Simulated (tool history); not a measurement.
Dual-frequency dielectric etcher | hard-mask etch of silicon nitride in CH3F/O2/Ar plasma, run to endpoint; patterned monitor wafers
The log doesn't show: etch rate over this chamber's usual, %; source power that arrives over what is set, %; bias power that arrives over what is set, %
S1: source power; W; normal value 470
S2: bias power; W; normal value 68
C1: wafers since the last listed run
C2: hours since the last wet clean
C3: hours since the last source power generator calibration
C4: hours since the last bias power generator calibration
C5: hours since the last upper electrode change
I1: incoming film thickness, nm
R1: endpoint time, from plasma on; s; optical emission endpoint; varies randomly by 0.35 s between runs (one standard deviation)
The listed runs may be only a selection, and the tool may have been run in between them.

run 1 hour=0 | S1=470 S2=68 | C1=0 C2=250.8 C3=3206.7 C4=3864.6 C5=4509.9 | I1=54.5 | R1=65.9
run 2 hour=13.9 | S1=470 S2=62 | C1=168 C2=264.7 C3=3220.6 C4=3878.5 C5=4523.8 | I1=54.6 | R1=68.9
run 3 hour=37.5 | S1=470 S2=62 | C1=286 C2=288.3 C3=3244.2 C4=3902.1 C5=4547.4 | I1=54.6 | R1=69.3
run 4 hour=58.1 | S1=470 S2=61 | C1=249 C2=308.9 C3=3264.8 C4=3922.7 C5=4568 | I1=54.9 | R1=69.6
run 5 hour=90.5 | S1=470 S2=61 | C1=392 C2=341.3 C3=3297.2 C4=3955.1 C5=4600.4 | I1=54.7 | R1=69.2
run 6 hour=119.4 | S1=470 S2=61 | C1=350 C2=370.2 C3=3326.1 C4=3984 C5=4629.3 | I1=54.5 | R1=68.3
run 7 hour=146.7 | S1=470 S2=63 | C1=331 C2=397.5 C3=3353.4 C4=4011.3 C5=4656.6 | I1=54.7 | R1=68.1
-- hour=159.2 source power generator calibrated
run 8 hour=168.5 | S1=470 S2=63 | C1=215 C2=419.3 C3=9.3 C4=4033.1 C5=4678.4 | I1=54.5 | R1=68.1
run 9 hour=185.8 | S1=470 S2=55 | C1=209 C2=436.6 C3=26.6 C4=4050.4 C5=4695.7 | I1=54.3 | R1=70.5
run 10 hour=201.9 | S1=470 S2=55 | C1=195 C2=452.7 C3=42.7 C4=4066.5 C5=4711.8 | I1=54.1 | R1=70.6
run 11 hour=216.8 | S1=470 S2=55 | C1=180 C2=467.6 C3=57.6 C4=4081.4 C5=4726.7 | I1=54.9 | R1=71.8
-- hour=269.7 bias power generator calibrated
run 12 hour=270.2 | S1=430 S2=68 | C1=599 C2=521 C3=111 C4=0.5 C5=4780.1 | I1=55.3 | R1=67.4
run 13 hour=281.7 | S1=470 S2=68 | C1=139 C2=532.5 C3=122.5 C4=12 C5=4791.6 | I1=54.5 | R1=65.2
run 14 hour=300.8 | S1=560 S2=80 | C1=231 C2=551.6 C3=141.6 C4=31.1 C5=4810.7 | I1=54.8 | R1=59
-- hour=341.7 upper electrode replaced
run 15 hour=342.2 | S1=470 S2=63 | C1=211 C2=593 C3=183 C4=72.5 C5=0.5 | I1=54.4 | R1=67
run 16 hour=345 | S1=440 S2=73 | C1=33 C2=595.8 C3=185.8 C4=75.3 C5=3.3 | I1=54.8 | R1=65.2
-- hour=380.7 wet clean of the chamber
run 17 hour=381.2 | S1=500 S2=79 | C1=147 C2=0.5 C3=222 C4=111.5 C5=39.5 | I1=54.3 | R1=62.7
run 18 hour=383.1 | S1=440 S2=68 | C1=23 C2=2.4 C3=223.9 C4=113.4 C5=41.4 | I1=54 | R1=68.3
run 19 hour=405.5 | S1=430 S2=68 | C1=271 C2=24.8 C3=246.3 C4=135.8 C5=63.8 | I1=55.1 | R1=69.8
run 20 hour=428.4 | S1=580 S2=61 | C1=277 C2=47.7 C3=269.2 C4=158.7 C5=86.7 | I1=54 | R1=66.9
run 21 hour=449.5 | S1=500 S2=84 | C1=255 C2=68.8 C3=290.3 C4=179.8 C5=107.8 | I1=54.5 | R1=61.2
run 22 hour=464.5 | S1=540 S2=68 | C1=181 C2=83.8 C3=305.3 C4=194.8 C5=122.8 | I1=54.7 | R1=66
run 23 hour=482.8 | S1=430 S2=68 | C1=221 C2=102.1 C3=323.6 C4=213.1 C5=141.1 | I1=54.9 | R1=68.8

For some of the steps in R1 from one run to the next: how much would appear even if the tool had no hidden state, given the settings, what came in and random variation, and how much remains for the hidden state plus any gauge scatter that the measured result and the result without hidden state don't share?
Run 13 -> 14: S1 470 -> 560, S2 68 -> 80. R1 -6.2 s: hidden state +0.2, all else -6.4.
Run 14 -> 15: S1 560 -> 470, S2 80 -> 63, upper electrode replaced. R1 +8 s: hidden state -0.5, all else +8.5.
Run 16 -> 17: S1 440 -> 500, S2 73 -> 79, wet clean of the chamber. R1 -2.5 s: hidden state +3.3, all else -5.8.

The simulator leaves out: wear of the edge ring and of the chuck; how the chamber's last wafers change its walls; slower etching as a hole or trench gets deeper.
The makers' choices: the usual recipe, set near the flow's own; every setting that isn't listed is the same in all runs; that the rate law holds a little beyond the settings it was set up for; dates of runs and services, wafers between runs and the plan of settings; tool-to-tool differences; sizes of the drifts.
